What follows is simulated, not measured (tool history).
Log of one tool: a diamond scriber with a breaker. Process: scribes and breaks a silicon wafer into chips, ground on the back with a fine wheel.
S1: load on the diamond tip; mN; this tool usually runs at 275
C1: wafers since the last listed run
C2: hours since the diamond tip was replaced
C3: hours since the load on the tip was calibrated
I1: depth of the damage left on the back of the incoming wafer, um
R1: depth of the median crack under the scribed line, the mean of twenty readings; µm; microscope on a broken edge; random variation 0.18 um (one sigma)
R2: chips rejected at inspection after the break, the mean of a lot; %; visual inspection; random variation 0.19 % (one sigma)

run,day,S1,C1,C2,C3,I1,R1,R2
1,0,275,0,796.9,204.4,2.36,9.81,3.53
2,0.288,275,21,803.8,211.3,2.66,9.61,4.05
3,0.625,275,25,811.9,219.4,2.34,9.84,3.97
4,1.071,316,33,822.6,230.1,2.83,10.78,6.8
5,1.354,316,21,829.4,236.9,2.74,11.05,6.15
6,1.617,316,19,835.7,243.2,2.39,11.04,7.01
7,2.325,328,52,852.7,260.2,2.25,11.4,6.82
8,2.642,328,23,860.3,267.8,1.86,11.26,7.39
9,3.112,275,35,871.6,279.1,1.75,10.04,2.97
10,3.412,275,22,878.8,286.3,2.28,9.92,4.12
11,4.1,275,51,895.3,302.8,2.4,9.84,4.4
12,4.546,275,33,906,313.5,2.47,10.13,4.13
13,4.904,275,26,914.6,322.1,1.95,10.26,3.8
14,5.412,275,38,926.8,334.3,2.84,10.05,4.93
# day 6.421: diamond tip replaced by a new one
15,6.6,275,82,4.3,362.8,2.26,10.48,3.97
16,6.908,275,23,11.7,370.2,1.72,10.37,3.53
17,7.362,225,33,22.6,381.1,1.75,8.56,3.34
18,7.883,275,38,35.1,393.6,2.32,10.21,4.05
# day 8.167: load on the tip recalibrated
19,8.596,352,47,52.2,10.3,2.56,11.63,7.74
20,9.038,196,33,62.8,20.9,1.51,7.09,10.67
21,9.779,324,55,80.6,38.7,2.32,10.68,5.81
22,10.421,275,47,96,54.1,1.51,9.72,2.18
23,11.125,249,52,112.9,71,1.97,8.54,3.27
24,11.667,327,40,125.9,84,2.21,11.18,5.81
25,12.025,330,26,134.5,92.6,2.9,11.07,7.34
26,12.658,231,47,149.7,107.8,2.79,8.19,5.86
27,13.096,333,32,160.2,118.3,2.86,11.44,7.76
28,13.633,275,40,173.1,131.2,2.54,9.88,4.18
29,14.2,347,42,186.7,144.8,1.64,11.71,8.8
30,14.521,275,23,194.4,152.5,2.75,10.01,4.51
31,15.208,299,51,210.9,169,1.77,11.12,4.08
32,15.842,344,47,226.1,184.2,2.58,11.96,8.88
33,16.462,306,46,241,199.1,2.95,11.14,5.81
34,16.917,318,33,251.9,210,2.85,11.27,8.21
35,17.217,302,22,259.1,217.2,2.26,10.97,5.54
36,17.95,217,54,276.7,234.8,2.25,8.28,5.81
37,18.571,275,46,291.6,249.7,2.65,9.93,4.44

Below are 5 alternative next runs, each starting from the tool's condition after run 37. Predict each:
A,18.596,254,1,292.2,250.3,2.02,?,?
B,18.596,323,1,292.2,250.3,2.02,?,?
C,18.596,250,1,292.2,250.3,2.02,?,?
D,18.596,317,1,292.2,250.3,2.02,?,?
E,18.596,248,1,292.2,250.3,2.02,?,?

run,R1,R2
A,9.68,2.89
B,11.75,6.86
C,9.55,2.9
D,11.58,6.3
E,9.49,2.92
Take away the tool's hidden state, keep each run's random variation, and the runs would have read:
run,R1,R2
A,8.9,3.54
B,10.81,4.25
C,8.79,3.78
D,10.65,3.92
E,8.73,3.91

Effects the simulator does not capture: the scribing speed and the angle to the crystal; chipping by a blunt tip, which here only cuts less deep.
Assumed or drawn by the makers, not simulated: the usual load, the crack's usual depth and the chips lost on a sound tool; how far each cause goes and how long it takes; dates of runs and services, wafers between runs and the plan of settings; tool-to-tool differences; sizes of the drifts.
